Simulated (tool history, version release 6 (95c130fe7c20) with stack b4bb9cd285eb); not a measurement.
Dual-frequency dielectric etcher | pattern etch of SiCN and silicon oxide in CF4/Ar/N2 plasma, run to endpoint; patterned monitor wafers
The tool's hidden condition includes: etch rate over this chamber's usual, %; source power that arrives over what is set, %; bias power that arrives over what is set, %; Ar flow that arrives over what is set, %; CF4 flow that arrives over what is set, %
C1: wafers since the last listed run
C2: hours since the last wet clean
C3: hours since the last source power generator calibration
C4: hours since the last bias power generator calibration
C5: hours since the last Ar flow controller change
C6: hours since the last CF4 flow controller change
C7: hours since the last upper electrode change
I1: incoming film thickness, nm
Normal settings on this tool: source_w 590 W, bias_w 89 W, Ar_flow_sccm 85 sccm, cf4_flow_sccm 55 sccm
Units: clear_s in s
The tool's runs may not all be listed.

{"run": 1, "day": 0.0, "source_w": 590, "bias_w": 89, "Ar_flow_sccm": 85, "cf4_flow_sccm": 55, "C1": 0, "C2": 223.8, "C3": 2543.4, "C4": 2775.3, "C5": 5193.1, "C6": 1487.3, "C7": 4781.8, "I1": 15.3, "clear_s": 12.7}
{"run": 2, "day": 3.208, "source_w": 590, "bias_w": 89, "Ar_flow_sccm": 85, "cf4_flow_sccm": 55, "C1": 1141, "C2": 300.8, "C3": 2620.4, "C4": 2852.3, "C5": 5270.1, "C6": 1564.3, "C7": 4858.8, "I1": 15.44, "clear_s": 13.2}
{"run": 3, "day": 5.017, "source_w": 590, "bias_w": 89, "Ar_flow_sccm": 85, "cf4_flow_sccm": 55, "C1": 643, "C2": 344.2, "C3": 2663.8, "C4": 2895.7, "C5": 5313.5, "C6": 1607.7, "C7": 4902.2, "I1": 15.21, "clear_s": 12.9}
{"day": 6.05, "done": "wet clean of the chamber"}
{"run": 4, "day": 9.329, "source_w": 590, "bias_w": 89, "Ar_flow_sccm": 85, "cf4_flow_sccm": 55, "C1": 1179, "C2": 78.7, "C3": 2767.3, "C4": 2999.2, "C5": 5417.0, "C6": 1711.2, "C7": 5005.7, "I1": 15.41, "clear_s": 12.6}
{"run": 5, "day": 12.292, "source_w": 590, "bias_w": 89, "Ar_flow_sccm": 85, "cf4_flow_sccm": 55, "C1": 1054, "C2": 149.8, "C3": 2838.4, "C4": 3070.3, "C5": 5488.1, "C6": 1782.3, "C7": 5076.8, "I1": 15.42, "clear_s": 12.7}
{"day": 15.454, "done": "upper electrode replaced"}
{"run": 6, "day": 16.017, "source_w": 590, "bias_w": 89, "Ar_flow_sccm": 85, "cf4_flow_sccm": 55, "C1": 969, "C2": 239.2, "C3": 2927.8, "C4": 3159.7, "C5": 5577.5, "C6": 1871.7, "C7": 13.5, "I1": 15.41, "clear_s": 12.9}
{"day": 16.883, "done": "source power generator calibrated"}
{"run": 7, "day": 19.467, "source_w": 590, "bias_w": 89, "Ar_flow_sccm": 85, "cf4_flow_sccm": 55, "C1": 1168, "C2": 322.0, "C3": 62.0, "C4": 3242.5, "C5": 5660.3, "C6": 1954.5, "C7": 96.3, "I1": 15.38, "clear_s": 13.0}
{"run": 8, "day": 21.35, "source_w": 590, "bias_w": 106, "Ar_flow_sccm": 94, "cf4_flow_sccm": 55, "C1": 670, "C2": 367.2, "C3": 107.2, "C4": 3287.7, "C5": 5705.5, "C6": 1999.7, "C7": 141.5, "I1": 15.34, "clear_s": 12.8}
{"day": 24.008, "done": "wet clean of the chamber"}
{"day": 24.075, "done": "bias power generator calibrated"}
{"day": 28.962, "done": "Ar flow controller replaced"}
{"run": 9, "day": 30.321, "source_w": 550, "bias_w": 104, "Ar_flow_sccm": 64, "cf4_flow_sccm": 59, "C1": 2724, "C2": 151.5, "C3": 322.5, "C4": 149.9, "C5": 32.6, "C6": 2215.0, "C7": 356.8, "I1": 15.38, "clear_s": 12.2}
{"day": 32.408, "done": "CF4 flow controller replaced"}
{"run": 10, "day": 34.629, "source_w": 680, "bias_w": 89, "Ar_flow_sccm": 85, "cf4_flow_sccm": 65, "C1": 1444, "C2": 254.9, "C3": 425.9, "C4": 253.3, "C5": 136.0, "C6": 53.3, "C7": 460.2, "I1": 15.29, "clear_s": 11.1}
{"run": 11, "day": 37.258, "source_w": 520, "bias_w": 100, "Ar_flow_sccm": 92, "cf4_flow_sccm": 55, "C1": 935, "C2": 318.0, "C3": 489.0, "C4": 316.4, "C5": 199.1, "C6": 116.4, "C7": 523.3, "I1": 15.25, "clear_s": 14.5}
{"day": 41.025, "done": "wet clean of the chamber"}
{"run": 12, "day": 41.721, "source_w": 590, "bias_w": 89, "Ar_flow_sccm": 85, "cf4_flow_sccm": 55, "C1": 1232, "C2": 16.7, "C3": 596.1, "C4": 423.5, "C5": 306.2, "C6": 223.5, "C7": 630.4, "I1": 15.65, "clear_s": 13.1}
{"run": 13, "day": 45.454, "source_w": 590, "bias_w": 89, "Ar_flow_sccm": 85, "cf4_flow_sccm": 43, "C1": 1328, "C2": 106.3, "C3": 685.7, "C4": 513.1, "C5": 395.8, "C6": 313.1, "C7": 720.0, "I1": 15.3, "clear_s": 13.1}
{"run": 14, "day": 49.917, "source_w": 590, "bias_w": 89, "Ar_flow_sccm": 104, "cf4_flow_sccm": 55, "C1": 1588, "C2": 213.4, "C3": 792.8, "C4": 620.2, "C5": 502.9, "C6": 420.2, "C7": 827.1, "I1": 15.31, "clear_s": 13.4}

3 options for the next run, each taken on its own from the tool as it stands now. Forecast them:
{"run": "A", "day": 49.933, "source_w": 730, "bias_w": 89, "Ar_flow_sccm": 85, "cf4_flow_sccm": 55, "C1": 5, "C2": 213.8, "C3": 793.2, "C4": 620.6, "C5": 503.3, "C6": 420.6, "C7": 827.5, "I1": 15.32, "clear_s": "?"}
{"run": "B", "day": 49.933, "source_w": 720, "bias_w": 80, "Ar_flow_sccm": 102, "cf4_flow_sccm": 60, "C1": 5, "C2": 213.8, "C3": 793.2, "C4": 620.6, "C5": 503.3, "C6": 420.6, "C7": 827.5, "I1": 15.32, "clear_s": "?"}
{"run": "C", "day": 49.933, "source_w": 670, "bias_w": 89, "Ar_flow_sccm": 85, "cf4_flow_sccm": 55, "C1": 5, "C2": 213.8, "C3": 793.2, "C4": 620.6, "C5": 503.3, "C6": 420.6, "C7": 827.5, "I1": 15.32, "clear_s": "?"}

run=A clear_s=10.6
run=B clear_s=11.3
run=C clear_s=11.5
Stripped of hidden state, with their random variation kept, the same runs would have yielded:
run=A clear_s=10.2
run=B clear_s=10.8
run=C clear_s=11.0

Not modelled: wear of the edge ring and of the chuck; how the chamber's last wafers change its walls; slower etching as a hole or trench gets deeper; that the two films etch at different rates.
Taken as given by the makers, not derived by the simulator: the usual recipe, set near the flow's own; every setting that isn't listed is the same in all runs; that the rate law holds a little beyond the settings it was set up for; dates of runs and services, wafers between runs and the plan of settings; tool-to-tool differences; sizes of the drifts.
